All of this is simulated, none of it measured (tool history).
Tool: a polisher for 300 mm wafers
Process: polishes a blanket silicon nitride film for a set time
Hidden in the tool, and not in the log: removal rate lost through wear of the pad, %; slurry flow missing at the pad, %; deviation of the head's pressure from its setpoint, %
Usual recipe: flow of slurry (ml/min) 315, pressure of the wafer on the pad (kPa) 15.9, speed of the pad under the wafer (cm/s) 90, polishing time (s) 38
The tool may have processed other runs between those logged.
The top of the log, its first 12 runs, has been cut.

| run | hour | flow of slurry (ml/min) | pressure of the wafer on the pad (kPa) | speed of the pad under the wafer (cm/s) | polishing time (s) | wafers since the last listed run | wafers polished on this pad | hours since the slurry nozzle was cleaned | hours since the head pressure was calibrated | incoming thickness of the incoming film, nm | film removed (nm) |
|---|---|---|---|---|---|---|---|---|---|---|---|
|  | 532.5 | slurry nozzle cleaned |
| 13 | 569.8 | 315 | 15.9 | 90 | 38 | 613 | 3085 | 37.3 | 117.8 | 790.5 | 37.2 |
| 14 | 628.7 | 265 | 15.9 | 90 | 38 | 805 | 3890 | 96.2 | 176.7 | 800.9 | 37.7 |
| 15 | 669.0 | 235 | 15.9 | 90 | 38 | 550 | 4441 | 136.5 | 217.0 | 799.3 | 36.1 |
|  | 680.4 | worn pad replaced by a new one |
| 16 | 734.7 | 235 | 15.9 | 90 | 38 | 843 | 741 | 202.2 | 282.7 | 794.7 | 36.3 |
| 17 | 787.0 | 315 | 15.9 | 90 | 38 | 714 | 1456 | 254.5 | 335.0 | 812.3 | 36.6 |
| 18 | 828.2 | 245 | 15.9 | 90 | 33 | 563 | 2019 | 295.7 | 376.2 | 792.0 | 31.8 |
|  | 883.6 | slurry nozzle cleaned |
| 19 | 898.4 | 230 | 15.9 | 90 | 38 | 945 | 2965 | 14.8 | 446.4 | 798.7 | 37.6 |
| 20 | 956.7 | 315 | 15.9 | 90 | 38 | 796 | 3762 | 73.1 | 504.7 | 797.2 | 38.4 |
| 21 | 983.5 | 235 | 15.9 | 78 | 38 | 366 | 4128 | 99.9 | 531.5 | 793.4 | 33.7 |

Run 22, settings as shown, results not yet in. Your forecast:
| 22 | 1050.4 | 265 | 15.9 | 116 | 38 | 914 | 5042 | 166.8 | 598.4 | 797.7 | ? |

{"run 22": {"film removed (nm)": 44.7}}
Minus the tool's unlogged condition, the same run would have read film removed (nm) 42.3.
